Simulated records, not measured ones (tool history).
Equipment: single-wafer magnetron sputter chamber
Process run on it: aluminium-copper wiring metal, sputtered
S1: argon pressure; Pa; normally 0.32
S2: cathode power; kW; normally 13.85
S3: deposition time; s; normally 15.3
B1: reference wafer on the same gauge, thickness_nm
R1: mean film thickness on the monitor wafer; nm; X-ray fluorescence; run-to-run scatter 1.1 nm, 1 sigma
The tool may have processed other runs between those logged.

run 1 hour=0 | S1=0.32 S2=13.85 S3=16.8 | B1=391.128 | R1=386.475
run 2 hour=43.4 | S1=0.32 S2=13.85 S3=16.8 | B1=390.943 | R1=386.51
run 3 hour=52.1 | S1=0.32 S2=13.85 S3=15.3 | B1=390.996 | R1=352.177
run 4 hour=79.7 | S1=0.32 S2=13.85 S3=15.3 | B1=391.5 | R1=351.996
run 5 hour=92.6 | S1=0.32 S2=13.85 S3=15.3 | B1=390.856 | R1=349.56
run 6 hour=108.5 | S1=0.32 S2=13.85 S3=15.3 | B1=390.903 | R1=351.111
run 7 hour=122.3 | S1=0.32 S2=15.3 S3=15.3 | B1=390.955 | R1=387.111
-- hour=131.4 gauge calibrated
-- hour=145.9 sputter target and shields replaced
run 8 hour=146.4 | S1=0.32 S2=15.3 S3=15.3 | B1=391.498 | R1=392.653
run 9 hour=155.8 | S1=0.32 S2=15.3 S3=15.3 | B1=391.009 | R1=390.077
run 10 hour=172.8 | S1=0.376 S2=13.85 S3=15.3 | B1=391.246 | R1=337.395
run 11 hour=187.5 | S1=0.32 S2=13.85 S3=15.3 | B1=391.071 | R1=351.597
-- hour=207.7 capacitance manometer re-zeroed and calibrated
run 12 hour=208.2 | S1=0.32 S2=13.85 S3=15.3 | B1=391.13 | R1=366.392
run 13 hour=211 | S1=0.32 S2=13.85 S3=15.3 | B1=391.354 | R1=365.27
run 14 hour=217.8 | S1=0.32 S2=13.85 S3=15.3 | B1=390.702 | R1=365.951
run 15 hour=224.5 | S1=0.207 S2=11.1 S3=12.9 | B1=390.857 | R1=267.952
run 16 hour=232.6 | S1=0.32 S2=13.85 S3=12.6 | B1=390.708 | R1=299.426
run 17 hour=242.2 | S1=0.32 S2=15.95 S3=13.9 | B1=391.108 | R1=381.78
-- hour=257 magnet pack replaced
run 18 hour=258 | S1=0.32 S2=13.85 S3=15.3 | B1=391.248 | R1=362.426
run 19 hour=303.3 | S1=0.32 S2=12.35 S3=16.6 | B1=391.051 | R1=349.903
run 20 hour=316.6 | S1=0.32 S2=13.85 S3=16.8 | B1=390.933 | R1=395.636
run 21 hour=331.9 | S1=0.207 S2=12.1 S3=13.6 | B1=391.252 | R1=305.602
run 22 hour=370.6 | S1=0.205 S2=13.85 S3=15.3 | B1=390.51 | R1=392.869
run 23 hour=387.6 | S1=0.32 S2=10.7 S3=13.6 | B1=391.016 | R1=245.611
run 24 hour=399.9 | S1=0.32 S2=15.85 S3=16.8 | B1=391.053 | R1=447.639
-- hour=414 sputter target and shields replaced
run 25 hour=414.5 | S1=0.222 S2=11.55 S3=13.8 | B1=390.749 | R1=293.082
run 26 hour=423.7 | S1=0.444 S2=12 S3=15.3 | B1=390.916 | R1=283.157
run 27 hour=432.6 | S1=0.355 S2=12.95 S3=18.3 | B1=391.332 | R1=394.093
run 28 hour=450.1 | S1=0.32 S2=15.85 S3=15.3 | B1=391.213 | R1=412.902
run 29 hour=464.1 | S1=0.354 S2=12.15 S3=13.4 | B1=390.991 | R1=270.667
run 30 hour=477 | S1=0.32 S2=13.85 S3=15.3 | B1=391.059 | R1=361.785
run 31 hour=494.2 | S1=0.32 S2=13.85 S3=17.3 | B1=391.422 | R1=404.547

Run 32 comes next. What will it give?
run 32 hour=504.6 | S1=0.32 S2=13.85 S3=12.6 | B1=? | R1=?

Run 32 gave B1 391.312, R1 297.199 nm.
Take away the tool's hidden state, keep the run-to-run variation as it was, and the same run would have given R1 302.713 nm.

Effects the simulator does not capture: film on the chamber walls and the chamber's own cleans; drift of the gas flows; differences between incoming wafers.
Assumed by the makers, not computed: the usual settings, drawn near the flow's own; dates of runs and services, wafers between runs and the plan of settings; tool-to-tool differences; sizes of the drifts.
